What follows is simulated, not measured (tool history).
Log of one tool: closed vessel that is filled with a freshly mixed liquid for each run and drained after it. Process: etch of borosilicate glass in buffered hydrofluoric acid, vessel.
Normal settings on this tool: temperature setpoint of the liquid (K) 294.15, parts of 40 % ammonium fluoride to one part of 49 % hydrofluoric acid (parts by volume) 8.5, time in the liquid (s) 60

run	hour	temperature setpoint of the liquid (K)	parts of 40 % ammonium fluoride to one part of 49 % hydrofluoric acid (parts by volume)	time in the liquid (s)	wafers since the last listed run	hours since the thermometer was replaced	hours since the hydrofluoric acid flow meter was replaced	hours since the gauge calibration	read-back film thickness of the borosilicate glass reference wafer, read on the same gauge (nm)	thickness taken off the borosilicate glass on a monitor wafer (Å)
1	0	294.15	8.5	60	0	1274	2364.6	221.4	140.01	756
2	17	294.15	8.5	60	2107	1291	2381.6	238.4	139.99	753.1
3	33	294.15	8.5	60	1983	1307	2397.6	254.4	139.99	757.2
4	40.4	294.15	10.5	60	917	1314.4	2405	261.8	139.98	635.8
5	53.9	294.15	10.5	60	1673	1327.9	2418.5	275.3	140.02	631.8
6	62.3	294.15	7	50	1041	1336.3	2426.9	283.7	140.02	785.2
7	72.2	294.15	7	50	1227	1346.2	2436.8	293.6	139.99	778.2
8	87	294.15	7	50	1834	1361	2451.6	308.4	139.99	785.1
9	99.2	290.65	8.5	60	1512	1373.2	2463.8	320.6	139.97	629.2
10	116.4	290.65	8.5	60	2132	1390.4	2481	337.8	140	632.2
11	145.4	290.65	8.5	60	3595	1419.4	2510	366.8	140	631.4
12	161.2	294.15	8.5	60	1958	1435.2	2525.8	382.6	140	767.9
13	177.1	294.15	8.5	60	1971	1451.1	2541.7	398.5	140.01	766.8
# hour 197.2: thermometer replaced
# hour 212.5: gauge calibrated
14	223	294.15	8.5	60	5566	25.8	2587.6	10.5	139.98	685.6
15	235.5	290.15	5	60	1549	38.3	2600.1	23	140.01	929.2
16	244.6	292.65	8.5	60	1128	47.4	2609.2	32.1	140.03	631.7
# hour 250.8: hydrofluoric acid flow meter replaced
17	279.4	291.15	8.5	60	4190	82.2	28.6	66.9	139.99	587.2
18	286.5	294.15	12	50	880	89.3	35.7	74	140	421
19	297.7	294.15	6.5	60	1388	100.5	46.9	85.2	140.01	912.2
20	313.2	294.15	8.5	90	1921	116	62.4	100.7	140.02	1030.7
21	321.9	298.65	8.5	85	1078	124.7	71.1	109.4	140.01	1254.2
22	332.1	297.15	6	45	1264	134.9	81.3	119.6	139.98	873
23	339.3	294.15	8.5	60	892	142.1	88.5	126.8	139.99	696.1
24	346.7	292.65	6.5	80	917	149.5	95.9	134.2	140.03	1136.1
25	358.4	291.65	5.5	70	1450	161.2	107.6	145.9	140	1084.4

State the hidden condition of the tool at each of the runs:
hydrofluoric acid flow below the setpoint (%): 0 across all the runs
gauge reads high (%): 0 across all the runs
H1: liquid hotter than its thermometer reads (K)
run	H1
1	2.12
2	2.15
3	2.17
4	2.19
5	2.21
6	2.22
7	2.23
8	2.26
9	2.28
10	2.3
11	2.35
12	2.37
13	2.39
14	0.361
15	0.38
16	0.393
17	0.446
18	0.457
19	0.474
20	0.498
21	0.511
22	0.526
23	0.537
24	0.549
25	0.566
